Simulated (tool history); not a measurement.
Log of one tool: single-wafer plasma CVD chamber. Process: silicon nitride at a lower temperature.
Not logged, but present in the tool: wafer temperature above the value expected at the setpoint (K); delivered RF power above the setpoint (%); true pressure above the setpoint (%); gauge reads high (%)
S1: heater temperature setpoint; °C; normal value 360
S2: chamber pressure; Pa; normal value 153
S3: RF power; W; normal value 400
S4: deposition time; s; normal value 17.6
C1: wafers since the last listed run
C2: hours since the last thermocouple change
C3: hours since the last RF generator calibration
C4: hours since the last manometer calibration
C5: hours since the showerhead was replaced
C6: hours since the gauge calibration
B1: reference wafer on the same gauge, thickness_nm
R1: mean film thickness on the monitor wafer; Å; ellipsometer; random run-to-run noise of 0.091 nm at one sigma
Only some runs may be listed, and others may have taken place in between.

run 1 hour=0.0 | S1=360 S2=153 S3=400 S4=17.6 | C1=0 C2=654.8 C3=1586.8 C4=377.4 C5=2149.0 C6=981.7 | B1=17.628 | R1=213.70
run 2 hour=61.6 | S1=360 S2=153 S3=400 S4=17.6 | C1=2297 C2=716.4 C3=1648.4 C4=439.0 C5=2210.6 C6=1043.3 | B1=17.611 | R1=212.90
run 3 hour=293.5 | S1=360 S2=153 S3=400 S4=17.6 | C1=8649 C2=948.3 C3=1880.3 C4=670.9 C5=2442.5 C6=1275.2 | B1=17.583 | R1=213.71
run 4 hour=369.7 | S1=360 S2=153 S3=400 S4=15.7 | C1=2842 C2=1024.5 C3=1956.5 C4=747.1 C5=2518.7 C6=1351.4 | B1=17.553 | R1=188.64
run 5 hour=409.6 | S1=360 S2=153 S3=400 S4=15.7 | C1=1488 C2=1064.4 C3=1996.4 C4=787.0 C5=2558.6 C6=1391.3 | B1=17.549 | R1=189.92
run 6 hour=498.5 | S1=360 S2=153 S3=400 S4=17.6 | C1=3315 C2=1153.3 C3=2085.3 C4=875.9 C5=2647.5 C6=1480.2 | B1=17.542 | R1=211.89
run 7 hour=569.1 | S1=360 S2=153 S3=400 S4=17.6 | C1=2633 C2=1223.9 C3=2155.9 C4=946.5 C5=2718.1 C6=1550.8 | B1=17.511 | R1=212.03
run 8 hour=670.7 | S1=360 S2=169 S3=400 S4=14.9 | C1=3789 C2=1325.5 C3=2257.5 C4=1048.1 C5=2819.7 C6=1652.4 | B1=17.506 | R1=186.69
run 9 hour=721.6 | S1=360 S2=169 S3=400 S4=14.9 | C1=1898 C2=1376.4 C3=2308.4 C4=1099.0 C5=2870.6 C6=1703.3 | B1=17.478 | R1=185.64
-- hour=748.9 gauge calibrated
-- hour=787.4 RF generator calibrated
run 10 hour=795.8 | S1=360 S2=153 S3=400 S4=17.6 | C1=2469 C2=1450.6 C3=8.4 C4=1173.2 C5=2944.8 C6=46.9 | B1=17.770 | R1=214.22
run 11 hour=841.0 | S1=360 S2=153 S3=400 S4=17.6 | C1=1685 C2=1495.8 C3=53.6 C4=1218.4 C5=2990.0 C6=92.1 | B1=17.739 | R1=214.32
-- hour=890.6 thermocouple changed; heater temperature recalibrated
run 12 hour=938.6 | S1=360 S2=153 S3=400 S4=17.6 | C1=3342 C2=48.0 C3=151.2 C4=1316.0 C5=3087.6 C6=189.7 | B1=17.723 | R1=214.63
-- hour=963.8 showerhead replaced
run 13 hour=1008.7 | S1=360 S2=153 S3=400 S4=17.6 | C1=2316 C2=118.1 C3=221.3 C4=1386.1 C5=44.9 C6=259.8 | B1=17.719 | R1=213.65
run 14 hour=1078.7 | S1=360 S2=153 S3=400 S4=17.6 | C1=2610 C2=188.1 C3=291.3 C4=1456.1 C5=114.9 C6=329.8 | B1=17.703 | R1=214.00
-- hour=1198.9 capacitance manometer re-zeroed and calibrated
run 15 hour=1348.9 | S1=370 S2=131 S3=400 S4=17.6 | C1=9780 C2=458.3 C3=561.5 C4=150.0 C5=385.1 C6=600.0 | B1=17.640 | R1=201.76
run 16 hour=1410.4 | S1=364 S2=153 S3=465 S4=19.4 | C1=2293 C2=519.8 C3=623.0 C4=211.5 C5=446.6 C6=661.5 | B1=17.638 | R1=257.24
run 17 hour=1456.4 | S1=360 S2=153 S3=400 S4=17.6 | C1=1715 C2=565.8 C3=669.0 C4=257.5 C5=492.6 C6=707.5 | B1=17.627 | R1=213.64
run 18 hour=1507.1 | S1=360 S2=153 S3=370 S4=17.6 | C1=1891 C2=616.5 C3=719.7 C4=308.2 C5=543.3 C6=758.2 | B1=17.605 | R1=203.10
run 19 hour=1602.6 | S1=354 S2=127 S3=380 S4=15.2 | C1=3562 C2=712.0 C3=815.2 C4=403.7 C5=638.8 C6=853.7 | B1=17.600 | R1=167.72
run 20 hour=1667.6 | S1=360 S2=153 S3=400 S4=17.6 | C1=2424 C2=777.0 C3=880.2 C4=468.7 C5=703.8 C6=918.7 | B1=17.583 | R1=212.96
run 21 hour=1768.5 | S1=360 S2=121 S3=350 S4=17.6 | C1=3763 C2=877.9 C3=981.1 C4=569.6 C5=804.7 C6=1019.6 | B1=17.559 | R1=180.13
run 22 hour=1876.3 | S1=360 S2=153 S3=400 S4=17.6 | C1=4020 C2=985.7 C3=1088.9 C4=677.4 C5=912.5 C6=1127.4 | B1=17.544 | R1=212.05
run 23 hour=1981.7 | S1=360 S2=164 S3=400 S4=17.6 | C1=3931 C2=1091.1 C3=1194.3 C4=782.8 C5=1017.9 C6=1232.8 | B1=17.520 | R1=216.51
run 24 hour=2082.4 | S1=365 S2=133 S3=460 S4=19.0 | C1=3756 C2=1191.8 C3=1295.0 C4=883.5 C5=1118.6 C6=1333.5 | B1=17.489 | R1=236.69
run 25 hour=2145.5 | S1=356 S2=191 S3=400 S4=17.6 | C1=2353 C2=1254.9 C3=1358.1 C4=946.6 C5=1181.7 C6=1396.6 | B1=17.491 | R1=228.52
run 26 hour=2220.2 | S1=360 S2=128 S3=370 S4=16.6 | C1=2786 C2=1329.6 C3=1432.8 C4=1021.3 C5=1256.4 C6=1471.3 | B1=17.477 | R1=178.81
run 27 hour=2262.7 | S1=355 S2=164 S3=475 S4=20.3 | C1=1585 C2=1372.1 C3=1475.3 C4=1063.8 C5=1298.9 C6=1513.8 | B1=17.465 | R1=274.77
run 28 hour=2326.6 | S1=356 S2=128 S3=465 S4=20.0 | C1=2383 C2=1436.0 C3=1539.2 C4=1127.7 C5=1362.8 C6=1577.7 | B1=17.468 | R1=245.99
run 29 hour=2394.3 | S1=360 S2=153 S3=400 S4=17.6 | C1=2525 C2=1503.7 C3=1606.9 C4=1195.4 C5=1430.5 C6=1645.4 | B1=17.445 | R1=210.68

Branching from run 29: 3 alternative next runs. What would each branch give?
run A hour=2394.7 | S1=360 S2=153 S3=400 S4=20.8 | C1=14 C2=1504.1 C3=1607.3 C4=1195.8 C5=1430.9 C6=1645.8 | B1=? | R1=?
run B hour=2394.7 | S1=346 S2=177 S3=440 S4=17.6 | C1=14 C2=1504.1 C3=1607.3 C4=1195.8 C5=1430.9 C6=1645.8 | B1=? | R1=?
run C hour=2394.7 | S1=368 S2=137 S3=365 S4=20.7 | C1=14 C2=1504.1 C3=1607.3 C4=1195.8 C5=1430.9 C6=1645.8 | B1=? | R1=?

run=A B1=17.443 R1=250.32
run=B B1=17.443 R1=235.60
run=C B1=17.443 R1=226.29
With the hidden condition removed and each run's random variation left untouched, the same runs would have given:
run=A R1=255.44
run=B R1=240.42
run=C R1=230.92
